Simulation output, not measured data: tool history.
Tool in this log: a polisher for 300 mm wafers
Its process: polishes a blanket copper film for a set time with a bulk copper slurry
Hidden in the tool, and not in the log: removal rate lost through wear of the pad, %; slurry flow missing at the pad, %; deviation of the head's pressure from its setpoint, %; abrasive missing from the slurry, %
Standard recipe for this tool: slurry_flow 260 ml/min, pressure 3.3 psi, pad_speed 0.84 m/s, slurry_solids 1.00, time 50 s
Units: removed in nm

| run | hour | slurry_flow | pressure | pad_speed | slurry_solids | time | wafers since the last listed run | wafers polished on this pad | hours since the slurry nozzle was cleaned | hours since the head pressure was calibrated | hours since the slurry blender was calibrated | incoming thickness of the incoming film, nm | removed |
|---|---|---|---|---|---|---|---|---|---|---|---|---|---|
| 1 | 0.0 | 260 | 3.3 | 0.84 | 1.10 | 50 | 0 | 945 | 21.8 | 543.2 | 216.1 | 3359.0 | 427.8 |
| 2 | 12.9 | 260 | 3.3 | 0.84 | 1.10 | 50 | 172 | 1118 | 34.7 | 556.1 | 229.0 | 3401.6 | 419.5 |
|  | 90.3 | slurry blender recalibrated |
|  | 94.8 | worn pad replaced by a new one |
| 3 | 108.0 | 260 | 3.3 | 0.84 | 1.00 | 38 | 1190 | 176 | 129.8 | 651.2 | 17.7 | 3422.7 | 322.8 |
| 4 | 132.7 | 260 | 3.3 | 0.84 | 1.00 | 50 | 329 | 506 | 154.5 | 675.9 | 42.4 | 3351.4 | 431.4 |
| 5 | 151.3 | 260 | 3.3 | 0.84 | 1.00 | 50 | 248 | 754 | 173.1 | 694.5 | 61.0 | 3401.4 | 426.5 |
| 6 | 170.8 | 260 | 3.3 | 0.84 | 1.00 | 50 | 260 | 1014 | 192.6 | 714.0 | 80.5 | 3395.5 | 423.0 |
| 7 | 200.5 | 260 | 3.3 | 1.00 | 1.00 | 50 | 396 | 1411 | 222.3 | 743.7 | 110.2 | 3361.2 | 482.4 |
| 8 | 228.6 | 260 | 3.3 | 0.84 | 1.00 | 50 | 375 | 1786 | 250.4 | 771.8 | 138.3 | 3444.2 | 433.0 |
|  | 248.1 | worn pad replaced by a new one, of another model than before |
| 9 | 253.6 | 260 | 3.3 | 0.84 | 1.00 | 50 | 280 | 73 | 275.4 | 796.8 | 163.3 | 3428.7 | 412.3 |
| 10 | 275.4 | 260 | 2.5 | 0.84 | 1.00 | 61 | 291 | 364 | 297.2 | 818.6 | 185.1 | 3405.7 | 453.8 |
| 11 | 293.6 | 260 | 2.5 | 0.84 | 1.00 | 61 | 243 | 607 | 315.4 | 836.8 | 203.3 | 3379.8 | 436.0 |
| 12 | 308.2 | 260 | 2.5 | 0.84 | 1.00 | 61 | 194 | 802 | 330.0 | 851.4 | 217.9 | 3414.3 | 454.3 |
| 13 | 326.2 | 260 | 3.3 | 0.84 | 0.80 | 37 | 240 | 1043 | 348.0 | 869.4 | 235.9 | 3382.8 | 290.7 |
| 14 | 351.5 | 260 | 3.3 | 1.00 | 1.25 | 50 | 337 | 1381 | 373.3 | 894.7 | 261.2 | 3428.8 | 522.7 |
|  | 363.2 | slurry nozzle cleaned |
| 15 | 375.6 | 260 | 3.3 | 0.84 | 1.00 | 50 | 308 | 1689 | 12.4 | 918.8 | 285.3 | 3411.7 | 420.9 |
| 16 | 391.9 | 260 | 3.6 | 0.84 | 1.00 | 50 | 217 | 1907 | 28.7 | 935.1 | 301.6 | 3352.5 | 444.3 |
|  | 414.5 | slurry blender recalibrated |
|  | 419.9 | worn pad replaced by a new one |
| 17 | 421.0 | 260 | 3.3 | 0.84 | 1.00 | 50 | 308 | 14 | 57.8 | 964.2 | 6.5 | 3334.5 | 420.5 |
| 18 | 443.0 | 260 | 3.7 | 0.84 | 0.70 | 50 | 293 | 308 | 79.8 | 986.2 | 28.5 | 3328.5 | 414.5 |
| 19 | 455.6 | 295 | 3.3 | 0.84 | 0.85 | 61 | 168 | 476 | 92.4 | 998.8 | 41.1 | 3362.2 | 495.7 |
| 20 | 472.4 | 260 | 3.3 | 0.84 | 1.00 | 50 | 224 | 701 | 109.2 | 1015.6 | 57.9 | 3463.4 | 418.7 |
|  | 483.3 | head pressure recalibrated |
| 21 | 485.1 | 260 | 3.3 | 1.04 | 1.00 | 66 | 142 | 844 | 121.9 | 1.8 | 70.6 | 3355.7 | 660.7 |
| 22 | 513.0 | 260 | 2.7 | 1.04 | 1.00 | 50 | 372 | 1216 | 149.8 | 29.7 | 98.5 | 3370.6 | 451.6 |
| 23 | 546.9 | 260 | 3.7 | 0.64 | 0.80 | 45 | 452 | 1669 | 183.7 | 63.6 | 132.4 | 3354.5 | 276.8 |
|  | 567.3 | worn pad replaced by a new one |
| 24 | 567.6 | 260 | 3.8 | 0.84 | 1.30 | 50 | 223 | 4 | 204.4 | 84.3 | 153.1 | 3362.5 | 473.4 |
| 25 | 597.0 | 260 | 3.3 | 1.12 | 1.00 | 50 | 392 | 397 | 233.8 | 113.7 | 182.5 | 3374.5 | 536.7 |
| 26 | 622.7 | 260 | 2.5 | 0.84 | 1.00 | 61 | 343 | 740 | 259.5 | 139.4 | 208.2 | 3396.2 | 430.0 |
| 27 | 649.5 | 260 | 3.3 | 0.84 | 1.00 | 65 | 357 | 1098 | 286.3 | 166.2 | 235.0 | 3325.0 | 538.3 |
| 28 | 667.3 | 260 | 2.9 | 0.84 | 1.00 | 63 | 237 | 1336 | 304.1 | 184.0 | 252.8 | 3402.6 | 471.3 |

Estimate the outcome of run 29 from the log above:
| 29 | 684.3 | 310 | 4.4 | 1.06 | 1.00 | 32 | 227 | 1563 | 321.1 | 201.0 | 269.8 | 3334.3 | ? |

removed: 393.6 nm
The same run, on a tool lacking any hidden state, would have yielded removed 385.1 nm.
